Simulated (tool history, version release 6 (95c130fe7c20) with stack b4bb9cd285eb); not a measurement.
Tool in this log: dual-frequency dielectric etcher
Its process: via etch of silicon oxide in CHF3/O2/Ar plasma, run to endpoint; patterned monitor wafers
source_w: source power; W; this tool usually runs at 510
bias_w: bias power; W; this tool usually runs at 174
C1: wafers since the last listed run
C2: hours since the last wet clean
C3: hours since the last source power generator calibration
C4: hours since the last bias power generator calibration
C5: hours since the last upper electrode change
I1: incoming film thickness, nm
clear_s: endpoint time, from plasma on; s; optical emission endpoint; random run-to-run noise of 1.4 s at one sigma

run 1 hour=0.0 | source_w=510 bias_w=174 | C1=0 C2=320.0 C3=2469.8 C4=2135.1 C5=2678.8 | I1=526.3 | clear_s=300.4
run 2 hour=17.7 | source_w=510 bias_w=174 | C1=84 C2=337.7 C3=2487.5 C4=2152.8 C5=2696.5 | I1=521.4 | clear_s=298.2
run 3 hour=31.6 | source_w=510 bias_w=174 | C1=66 C2=351.6 C3=2501.4 C4=2166.7 C5=2710.4 | I1=516.7 | clear_s=298.2
run 4 hour=43.5 | source_w=570 bias_w=174 | C1=56 C2=363.5 C3=2513.3 C4=2178.6 C5=2722.3 | I1=521.1 | clear_s=288.4
run 5 hour=49.9 | source_w=570 bias_w=174 | C1=30 C2=369.9 C3=2519.7 C4=2185.0 C5=2728.7 | I1=527.5 | clear_s=292.8
run 6 hour=58.5 | source_w=570 bias_w=174 | C1=40 C2=378.5 C3=2528.3 C4=2193.6 C5=2737.3 | I1=523.4 | clear_s=291.5
run 7 hour=76.3 | source_w=510 bias_w=174 | C1=84 C2=396.3 C3=2546.1 C4=2211.4 C5=2755.1 | I1=528.3 | clear_s=303.4
run 8 hour=86.5 | source_w=510 bias_w=174 | C1=48 C2=406.5 C3=2556.3 C4=2221.6 C5=2765.3 | I1=518.3 | clear_s=299.1
run 9 hour=102.1 | source_w=610 bias_w=149 | C1=74 C2=422.1 C3=2571.9 C4=2237.2 C5=2780.9 | I1=525.0 | clear_s=302.6
run 10 hour=144.1 | source_w=610 bias_w=149 | C1=199 C2=464.1 C3=2613.9 C4=2279.2 C5=2822.9 | I1=521.3 | clear_s=299.4
run 11 hour=157.8 | source_w=510 bias_w=142 | C1=65 C2=477.8 C3=2627.6 C4=2292.9 C5=2836.6 | I1=520.5 | clear_s=321.3
-- hour=178.9 source power generator calibrated
-- hour=190.7 wet clean of the chamber
-- hour=199.2 bias power generator calibrated
-- hour=203.5 upper electrode replaced
run 12 hour=204.0 | source_w=510 bias_w=142 | C1=105 C2=13.3 C3=25.1 C4=4.8 C5=0.5 | I1=520.3 | clear_s=289.9
run 13 hour=204.4 | source_w=510 bias_w=174 | C1=1 C2=13.7 C3=25.5 C4=5.2 C5=0.9 | I1=522.7 | clear_s=272.8
run 14 hour=204.8 | source_w=510 bias_w=174 | C1=1 C2=14.1 C3=25.9 C4=5.6 C5=1.3 | I1=514.1 | clear_s=266.1
run 15 hour=213.2 | source_w=510 bias_w=174 | C1=39 C2=22.5 C3=34.3 C4=14.0 C5=9.7 | I1=520.2 | clear_s=271.0
run 16 hour=219.5 | source_w=600 bias_w=174 | C1=29 C2=28.8 C3=40.6 C4=20.3 C5=16.0 | I1=517.9 | clear_s=255.5
run 17 hour=233.6 | source_w=450 bias_w=147 | C1=67 C2=42.9 C3=54.7 C4=34.4 C5=30.1 | I1=520.4 | clear_s=301.7
-- hour=265.6 wet clean of the chamber, repeated, since the last time left the tool worse
run 18 hour=266.1 | source_w=430 bias_w=197 | C1=40 C2=0.5 C3=87.2 C4=66.9 C5=62.6 | I1=521.5 | clear_s=294.5
run 19 hour=266.7 | source_w=380 bias_w=142 | C1=2 C2=1.1 C3=87.8 C4=67.5 C5=63.2 | I1=518.7 | clear_s=340.4
run 20 hour=278.7 | source_w=510 bias_w=174 | C1=57 C2=13.1 C3=99.8 C4=79.5 C5=75.2 | I1=517.1 | clear_s=287.6
run 21 hour=294.4 | source_w=510 bias_w=174 | C1=74 C2=28.8 C3=115.5 C4=95.2 C5=90.9 | I1=528.0 | clear_s=293.2
run 22 hour=304.4 | source_w=600 bias_w=193 | C1=47 C2=38.8 C3=125.5 C4=105.2 C5=100.9 | I1=520.9 | clear_s=265.2
run 23 hour=317.4 | source_w=410 bias_w=205 | C1=61 C2=51.8 C3=138.5 C4=118.2 C5=113.9 | I1=522.6 | clear_s=296.3
run 24 hour=324.5 | source_w=510 bias_w=174 | C1=33 C2=58.9 C3=145.6 C4=125.3 C5=121.0 | I1=528.7 | clear_s=294.3
run 25 hour=337.8 | source_w=540 bias_w=132 | C1=63 C2=72.2 C3=158.9 C4=138.6 C5=134.3 | I1=516.3 | clear_s=311.7
run 26 hour=345.1 | source_w=510 bias_w=174 | C1=34 C2=79.5 C3=166.2 C4=145.9 C5=141.6 | I1=520.3 | clear_s=293.1
run 27 hour=356.8 | source_w=450 bias_w=146 | C1=55 C2=91.2 C3=177.9 C4=157.6 C5=153.3 | I1=514.9 | clear_s=316.7
run 28 hour=363.2 | source_w=460 bias_w=204 | C1=30 C2=97.6 C3=184.3 C4=164.0 C5=159.7 | I1=519.4 | clear_s=285.2
run 29 hour=379.6 | source_w=470 bias_w=214 | C1=77 C2=114.0 C3=200.7 C4=180.4 C5=176.1 | I1=524.8 | clear_s=280.3
run 30 hour=391.4 | source_w=410 bias_w=134 | C1=56 C2=125.8 C3=212.5 C4=192.2 C5=187.9 | I1=518.8 | clear_s=343.4
run 31 hour=404.8 | source_w=560 bias_w=197 | C1=63 C2=139.2 C3=225.9 C4=205.6 C5=201.3 | I1=521.2 | clear_s=271.8

Below are 4 alternative next runs, each starting from the tool's condition after run 31. Predict each:
run A hour=405.3 | source_w=400 bias_w=174 | C1=2 C2=139.7 C3=226.4 C4=206.1 C5=201.8 | I1=522.1 | clear_s=?
run B hour=405.3 | source_w=560 bias_w=136 | C1=2 C2=139.7 C3=226.4 C4=206.1 C5=201.8 | I1=522.1 | clear_s=?
run C hour=405.3 | source_w=550 bias_w=196 | C1=2 C2=139.7 C3=226.4 C4=206.1 C5=201.8 | I1=522.1 | clear_s=?
run D hour=405.3 | source_w=380 bias_w=203 | C1=2 C2=139.7 C3=226.4 C4=206.1 C5=201.8 | I1=522.1 | clear_s=?

run=A clear_s=317.6
run=B clear_s=309.6
run=C clear_s=275.1
run=D clear_s=305.5
Stripped of hidden state, with their random variation kept, the same runs would have yielded:
run=A clear_s=314.3
run=B clear_s=306.4
run=C clear_s=272.2
run=D clear_s=302.3
